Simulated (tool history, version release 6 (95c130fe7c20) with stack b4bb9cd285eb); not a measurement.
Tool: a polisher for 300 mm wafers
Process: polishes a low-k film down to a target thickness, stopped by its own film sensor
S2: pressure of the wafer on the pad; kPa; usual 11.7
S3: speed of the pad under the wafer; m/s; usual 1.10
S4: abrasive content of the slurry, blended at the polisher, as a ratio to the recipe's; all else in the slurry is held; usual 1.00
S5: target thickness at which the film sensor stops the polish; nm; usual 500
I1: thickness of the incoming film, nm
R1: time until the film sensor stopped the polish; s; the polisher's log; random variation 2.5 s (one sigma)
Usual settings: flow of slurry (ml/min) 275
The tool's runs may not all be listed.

Run 1, hour 0.0: usual settings; I1 540.7. Result: R1 126.9 s.
At hour 10.7: worn pad replaced by a new one.
Run 2, hour 17.7: usual settings; I1 541.6. Result: R1 116.2 s.
Run 3, hour 30.8: usual settings; I1 555.6. Result: R1 157.2 s.
Run 4, hour 38.4: usual settings; I1 541.5. Result: R1 119.1 s.
Run 5, hour 51.5: usual settings; I1 548.7. Result: R1 142.8 s.
Run 6, hour 62.4: usual settings; I1 558.0. Result: R1 173.2 s.
At hour 67.6: conditioning disc replaced and pad reconditioned.
Run 7, hour 76.4: usual settings but S4 0.90, S5 494 nm; I1 544.6. Result: R1 165.2 s.
Run 8, hour 89.7: usual settings; I1 553.3. Result: R1 165.9 s.
At hour 101.9: worn pad replaced by a new one.
Run 9, hour 104.4: usual settings but flow of slurry (ml/min) 185; I1 551.5. Result: R1 154.4 s.
At hour 107.4: slurry nozzle cleaned.
Run 10, hour 114.1: usual settings but flow of slurry (ml/min) 350, S3 1.28 m/s, S5 485 nm; I1 549.6. Result: R1 162.4 s.
Run 11, hour 124.5: usual settings but flow of slurry (ml/min) 245, S2 10.3 kPa, S3 0.80 m/s, S4 1.10; I1 555.9. Result: R1 211.6 s.
Run 12, hour 138.6: usual settings but flow of slurry (ml/min) 340, S2 8.3 kPa, S5 512 nm; I1 550.8. Result: R1 153.5 s.
Run 13, hour 149.1: usual settings; I1 552.8. Result: R1 155.1 s.
Run 14, hour 163.5: usual settings but S3 1.28 m/s; I1 543.3. Result: R1 119.5 s.
Run 15, hour 173.2: usual settings but S2 15.2 kPa, S3 0.82 m/s, S4 1.10; I1 550.0. Result: R1 132.8 s.
Run 16, hour 181.0: usual settings but flow of slurry (ml/min) 185, S2 9.0 kPa, S3 0.82 m/s; I1 539.6. Result: R1 203.2 s.
At hour 186.7: slurry blender recalibrated.
Run 17, hour 193.1: usual settings but S3 1.32 m/s, S4 0.85; I1 551.5. Result: R1 156.8 s.
At hour 201.7: worn pad replaced by a new one.
Run 18, hour 207.9: usual settings but flow of slurry (ml/min) 230, S2 13.8 kPa, S3 1.46 m/s, S5 504 nm; I1 544.5. Result: R1 80.9 s.
Run 19, hour 218.9: usual settings but S3 1.26 m/s, S4 1.20; I1 551.7. Result: R1 125.5 s.
Run 20, hour 232.9: usual settings; I1 551.8. Result: R1 152.1 s.
Run 21, hour 247.3: usual settings but S5 512 nm; I1 549.2. Result: R1 110.7 s.
Run 22, hour 256.8: usual settings but S2 9.0 kPa, S3 1.40 m/s; I1 542.3. Result: R1 142.5 s.
Run 23, hour 266.3: usual settings; I1 548.9. Result: R1 150.0 s.
Run 24, hour 281.1: usual settings but S2 9.0 kPa, S3 0.82 m/s, S4 0.80, S5 487 nm; I1 553.0. Result: R1 357.4 s.
Run 25, hour 289.3: usual settings but flow of slurry (ml/min) 195, S2 15.2 kPa, S3 1.48 m/s, S5 511 nm; I1 554.2. Result: R1 86.8 s.
Run 26, hour 297.9: usual settings but S3 1.42 m/s; I1 542.7. Result: R1 112.9 s.
Run 27, hour 304.6: usual settings but flow of slurry (ml/min) 230, S2 9.0 kPa, S3 0.98 m/s, S5 517 nm; I1 558.0. Result: R1 186.3 s.

Forecast each of these 3 alternatives for the next run:
Run A, hour 305.1: usual settings; I1 554.0. Result: R1 ?.
Run B, hour 305.1: usual settings but S2 15.2 kPa, S3 0.78 m/s, S4 0.80, S5 490 nm; I1 554.0. Result: R1 ?.
Run C, hour 305.1: usual settings but flow of slurry (ml/min) 315; I1 554.0. Result: R1 ?.

run     R1
  A  171.5
  B  221.9
  C  169.2
Without the tool's hidden state the same runs would have given:
run     R1
  A  151.5
  B  196.0
  C  149.4
